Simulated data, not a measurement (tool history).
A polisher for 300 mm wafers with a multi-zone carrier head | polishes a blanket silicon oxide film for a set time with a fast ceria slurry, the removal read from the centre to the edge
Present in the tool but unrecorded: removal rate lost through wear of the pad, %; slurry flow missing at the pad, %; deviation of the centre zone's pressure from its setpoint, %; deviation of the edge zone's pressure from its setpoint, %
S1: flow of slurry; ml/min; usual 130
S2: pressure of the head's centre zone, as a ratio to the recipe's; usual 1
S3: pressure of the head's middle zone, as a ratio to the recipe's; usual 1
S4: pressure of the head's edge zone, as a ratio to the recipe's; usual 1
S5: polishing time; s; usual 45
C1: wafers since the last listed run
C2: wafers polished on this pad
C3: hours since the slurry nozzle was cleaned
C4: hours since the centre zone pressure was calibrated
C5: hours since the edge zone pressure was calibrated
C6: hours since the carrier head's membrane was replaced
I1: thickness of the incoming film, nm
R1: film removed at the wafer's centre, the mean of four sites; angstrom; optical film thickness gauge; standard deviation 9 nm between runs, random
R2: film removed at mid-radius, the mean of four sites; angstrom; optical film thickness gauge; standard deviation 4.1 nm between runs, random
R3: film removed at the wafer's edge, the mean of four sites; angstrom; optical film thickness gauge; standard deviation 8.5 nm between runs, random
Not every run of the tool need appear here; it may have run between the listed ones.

run 1 day=0 | S1=130 S2=1 S3=1.04 S4=0.97 S5=45 | C1=0 C2=1258 C3=48.9 C4=78.9 C5=226.7 C6=713.6 | I1=4006.1 | R1=6244 R2=6255 R3=6103
run 2 day=1.792 | S1=130 S2=1 S3=1.04 S4=0.97 S5=45 | C1=417 C2=1675 C3=91.9 C4=121.9 C5=269.7 C6=756.6 | I1=3979.2 | R1=6096 R2=6121 R3=5915
-- day=3.962 worn pad replaced by a new one
run 3 day=4.725 | S1=130 S2=1 S3=1 S4=1 S5=45 | C1=644 C2=177 C3=162.3 C4=192.3 C5=340.1 C6=827 | I1=4002.1 | R1=6606 R2=6496 R3=6591
run 4 day=6.25 | S1=130 S2=1 S3=1 S4=1 S5=45 | C1=355 C2=532 C3=198.9 C4=228.9 C5=376.7 C6=863.6 | I1=4037.1 | R1=6362 R2=6277 R3=6396
run 5 day=8.767 | S1=130 S2=1 S3=1 S4=1 S5=45 | C1=585 C2=1118 C3=259.3 C4=289.3 C5=437.1 C6=924 | I1=3975.9 | R1=6191 R2=6023 R3=6222
-- day=12.079 worn pad replaced by a new one
run 6 day=12.75 | S1=130 S2=1 S3=1 S4=1 S5=45 | C1=888 C2=155 C3=354.9 C4=384.9 C5=532.7 C6=1019.6 | I1=4037.3 | R1=6738 R2=6538 R3=6789
-- day=13.883 slurry nozzle cleaned
run 7 day=15.675 | S1=130 S2=1.08 S3=1 S4=0.93 S5=45 | C1=671 C2=826 C3=43 C4=455.1 C5=602.9 C6=1089.8 | I1=3977.8 | R1=6818 R2=6197 R3=5994
run 8 day=17.288 | S1=130 S2=1.08 S3=1 S4=0.93 S5=45 | C1=375 C2=1202 C3=81.7 C4=493.8 C5=641.6 C6=1128.5 | I1=3941.2 | R1=6574 R2=6153 R3=5942
run 9 day=19.012 | S1=130 S2=1.08 S3=1 S4=0.93 S5=45 | C1=401 C2=1603 C3=123.1 C4=535.2 C5=683 C6=1169.9 | I1=4010.7 | R1=6721 R2=6039 R3=5978
-- day=21.758 worn pad replaced by a new one
run 10 day=21.779 | S1=130 S2=1 S3=1 S4=1 S5=45 | C1=605 C2=5 C3=189.5 C4=601.6 C5=749.4 C6=1236.3 | I1=3923.3 | R1=6814 R2=6686 R3=6688
run 11 day=23.3 | S1=130 S2=1 S3=1 S4=1 S5=45 | C1=354 C2=359 C3=226 C4=638.1 C5=785.9 C6=1272.8 | I1=3932.9 | R1=6602 R2=6451 R3=6504
run 12 day=24.6 | S1=130 S2=1 S3=1 S4=1 S5=45 | C1=302 C2=661 C3=257.2 C4=669.3 C5=817.1 C6=1304 | I1=3990.1 | R1=6501 R2=6346 R3=6231
-- day=26.558 carrier head's membrane replaced by a new one
run 13 day=27.383 | S1=110 S2=1 S3=1 S4=1.09 S5=55 | C1=599 C2=1261 C3=324 C4=736.1 C5=883.9 C6=19.8 | I1=3942.5 | R1=7380 R2=7410 R3=7618
run 14 day=28.517 | S1=90 S2=1 S3=1 S4=1.12 S5=45 | C1=263 C2=1524 C3=351.2 C4=763.3 C5=911.1 C6=47 | I1=4050.6 | R1=5848 R2=5795 R3=6372
-- day=28.979 edge zone pressure recalibrated
-- day=29.033 slurry nozzle cleaned
run 15 day=30.138 | S1=130 S2=1 S3=1 S4=1 S5=45 | C1=348 C2=1873 C3=26.5 C4=802.2 C5=27.8 C6=85.9 | I1=3982.2 | R1=6278 R2=6065 R3=6170
-- day=31.433 worn pad replaced by a new one
run 16 day=31.658 | S1=120 S2=1 S3=1 S4=0.97 S5=32 | C1=315 C2=52 C3=63 C4=838.7 C5=64.3 C6=122.4 | I1=4009.9 | R1=4814 R2=4657 R3=4579
-- day=33.221 centre zone pressure recalibrated
run 17 day=34.204 | S1=130 S2=1 S3=1 S4=1 S5=45 | C1=573 C2=625 C3=124.1 C4=23.6 C5=125.4 C6=183.5 | I1=3959.5 | R1=6180 R2=6248 R3=6205
run 18 day=35.85 | S1=130 S2=1 S3=1.11 S4=1 S5=41 | C1=383 C2=1008 C3=163.6 C4=63.1 C5=164.9 C6=223 | I1=4004.4 | R1=5673 R2=6075 R3=5637
run 19 day=38.362 | S1=105 S2=0.97 S3=1 S4=1.07 S5=60 | C1=584 C2=1593 C3=223.9 C4=123.4 C5=225.2 C6=283.3 | I1=3994.9 | R1=7665 R2=7839 R3=8372
-- day=40.171 worn pad replaced by a new one
run 20 day=41.271 | S1=130 S2=1 S3=1 S4=1 S5=45 | C1=638 C2=255 C3=293.7 C4=193.2 C5=295 C6=353.1 | I1=3910.5 | R1=6707 R2=6455 R3=6569
-- day=41.408 slurry nozzle cleaned
run 21 day=42.833 | S1=130 S2=1 S3=1.12 S4=1 S5=49 | C1=354 C2=609 C3=34.2 C4=230.7 C5=332.5 C6=390.6 | I1=4011.8 | R1=7009 R2=7457 R3=6925
run 22 day=45.621 | S1=130 S2=1 S3=1 S4=1 S5=34 | C1=648 C2=1258 C3=101.1 C4=297.6 C5=399.4 C6=457.5 | I1=4016.4 | R1=4755 R2=4608 R3=4634
run 23 day=46.908 | S1=130 S2=1 S3=1.09 S4=0.92 S5=45 | C1=299 C2=1558 C3=132 C4=328.5 C5=430.3 C6=488.4 | I1=3959 | R1=6322 R2=6431 R3=5844

3 ways to go on from here, each from the tool as it stands after run 23. What would each give?
run A day=46.925 | S1=130 S2=1 S3=1 S4=1 S5=45 | C1=3 C2=1562 C3=132.4 C4=328.9 C5=430.7 C6=488.8 | I1=3966.3 | R1=? R2=? R3=?
run B day=46.925 | S1=130 S2=1 S3=1.1 S4=1.09 S5=45 | C1=3 C2=1562 C3=132.4 C4=328.9 C5=430.7 C6=488.8 | I1=3966.3 | R1=? R2=? R3=?
run C day=46.925 | S1=130 S2=1 S3=1 S4=1.1 S5=45 | C1=3 C2=1562 C3=132.4 C4=328.9 C5=430.7 C6=488.8 | I1=3966.3 | R1=? R2=? R3=?

run=A R1=6107 R2=6027 R3=6113
run=B R1=6110 R2=6468 R3=6371
run=C R1=6107 R2=6026 R3=6408
With no hidden state in the tool, these same runs would have given:
run=A R1=6795 R2=6706 R3=6802
run=B R1=6799 R2=7197 R3=7089
run=C R1=6795 R2=6705 R3=7130
